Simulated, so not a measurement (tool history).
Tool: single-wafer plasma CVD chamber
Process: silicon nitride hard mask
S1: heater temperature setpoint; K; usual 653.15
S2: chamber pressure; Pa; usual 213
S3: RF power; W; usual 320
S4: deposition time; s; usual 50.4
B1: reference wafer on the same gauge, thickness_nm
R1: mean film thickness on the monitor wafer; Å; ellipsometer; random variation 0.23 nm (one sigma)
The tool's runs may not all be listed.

{"run": 1, "hour": 0.0, "S1": 645.15, "S2": 213, "S3": 355, "S4": 50.4, "B1": 58.259, "R1": 670.94}
{"run": 2, "hour": 62.8, "S1": 645.15, "S2": 213, "S3": 355, "S4": 50.4, "B1": 58.204, "R1": 664.92}
{"run": 3, "hour": 118.8, "S1": 653.15, "S2": 213, "S3": 320, "S4": 50.4, "B1": 58.255, "R1": 600.77}
{"run": 4, "hour": 160.8, "S1": 653.15, "S2": 213, "S3": 320, "S4": 50.4, "B1": 58.244, "R1": 604.75}
{"run": 5, "hour": 198.0, "S1": 647.15, "S2": 213, "S3": 320, "S4": 50.4, "B1": 58.295, "R1": 599.66}
{"run": 6, "hour": 245.7, "S1": 647.15, "S2": 213, "S3": 320, "S4": 50.4, "B1": 58.233, "R1": 607}
{"run": 7, "hour": 294.3, "S1": 653.15, "S2": 213, "S3": 320, "S4": 55, "B1": 58.229, "R1": 654.73}
{"run": 8, "hour": 336.8, "S1": 653.15, "S2": 213, "S3": 320, "S4": 55, "B1": 58.31, "R1": 651.99}
{"hour": 481.1, "done": "capacitance manometer re-zeroed and calibrated"}
{"run": 9, "hour": 557.7, "S1": 653.15, "S2": 213, "S3": 320, "S4": 55, "B1": 58.277, "R1": 638.94}
{"hour": 572.9, "done": "gauge calibrated"}
{"run": 10, "hour": 602.4, "S1": 653.15, "S2": 213, "S3": 320, "S4": 50.4, "B1": 58.325, "R1": 585.92}
{"run": 11, "hour": 671.4, "S1": 653.15, "S2": 213, "S3": 320, "S4": 50.4, "B1": 58.281, "R1": 585.61}
{"run": 12, "hour": 739.0, "S1": 653.15, "S2": 213, "S3": 320, "S4": 50.4, "B1": 58.313, "R1": 582.55}
{"run": 13, "hour": 785.4, "S1": 643.15, "S2": 213, "S3": 350, "S4": 57.6, "B1": 58.335, "R1": 722.25}
{"hour": 827.6, "done": "thermocouple changed; heater temperature recalibrated"}
{"run": 14, "hour": 836.9, "S1": 660.15, "S2": 248, "S3": 370, "S4": 58.1, "B1": 58.319, "R1": 798.97}
{"run": 15, "hour": 883.3, "S1": 659.15, "S2": 243, "S3": 320, "S4": 50.4, "B1": 58.264, "R1": 603.84}
{"run": 16, "hour": 969.0, "S1": 653.15, "S2": 213, "S3": 320, "S4": 50.4, "B1": 58.306, "R1": 585.36}
{"run": 17, "hour": 1180.0, "S1": 660.15, "S2": 264, "S3": 285, "S4": 57.4, "B1": 58.292, "R1": 618.1}
{"run": 18, "hour": 1243.1, "S1": 653.15, "S2": 213, "S3": 320, "S4": 50.4, "B1": 58.315, "R1": 583.68}
{"hour": 1284.8, "done": "RF generator calibrated"}
{"hour": 1323.5, "done": "showerhead replaced"}
{"run": 19, "hour": 1344.3, "S1": 653.15, "S2": 213, "S3": 320, "S4": 50.4, "B1": 58.334, "R1": 596.55}
{"run": 20, "hour": 1451.9, "S1": 653.15, "S2": 213, "S3": 320, "S4": 50.4, "B1": 58.287, "R1": 596.48}
{"run": 21, "hour": 1506.8, "S1": 645.15, "S2": 213, "S3": 365, "S4": 50.4, "B1": 58.274, "R1": 673.29}
{"run": 22, "hour": 1564.3, "S1": 653.15, "S2": 236, "S3": 320, "S4": 43.8, "B1": 58.226, "R1": 534.54}
{"run": 23, "hour": 1600.8, "S1": 645.15, "S2": 213, "S3": 320, "S4": 50.4, "B1": 58.262, "R1": 592.95}
{"run": 24, "hour": 1641.8, "S1": 639.15, "S2": 231, "S3": 340, "S4": 50.4, "B1": 58.332, "R1": 647.3}
{"run": 25, "hour": 1695.5, "S1": 645.15, "S2": 213, "S3": 320, "S4": 55.8, "B1": 58.32, "R1": 662.97}
{"run": 26, "hour": 1764.5, "S1": 642.15, "S2": 187, "S3": 365, "S4": 50.4, "B1": 58.325, "R1": 644.03}
{"run": 27, "hour": 1819.6, "S1": 639.15, "S2": 193, "S3": 320, "S4": 50.4, "B1": 58.268, "R1": 579.32}

Forecast each of these 5 alternatives for the next run:
{"run": "A", "hour": 1820.0, "S1": 653.15, "S2": 213, "S3": 320, "S4": 50.4, "B1": "?", "R1": "?"}
{"run": "B", "hour": 1820.0, "S1": 653.15, "S2": 213, "S3": 340, "S4": 50.4, "B1": "?", "R1": "?"}
{"run": "C", "hour": 1820.0, "S1": 653.15, "S2": 213, "S3": 275, "S4": 50.4, "B1": "?", "R1": "?"}
{"run": "D", "hour": 1820.0, "S1": 653.15, "S2": 265, "S3": 320, "S4": 46.8, "B1": "?", "R1": "?"}
{"run": "E", "hour": 1820.0, "S1": 645.15, "S2": 173, "S3": 380, "S4": 57.3, "B1": "?", "R1": "?"}

run=A B1=58.303 R1=592.59
run=B B1=58.303 R1=627.38
run=C B1=58.303 R1=505.19
run=D B1=58.303 R1=585.86
run=E B1=58.303 R1=738.38
Without the tool's hidden state the same runs would have given:
run=A R1=592.67
run=B R1=627
run=C R1=505.88
run=D R1=586.87
run=E R1=735.91
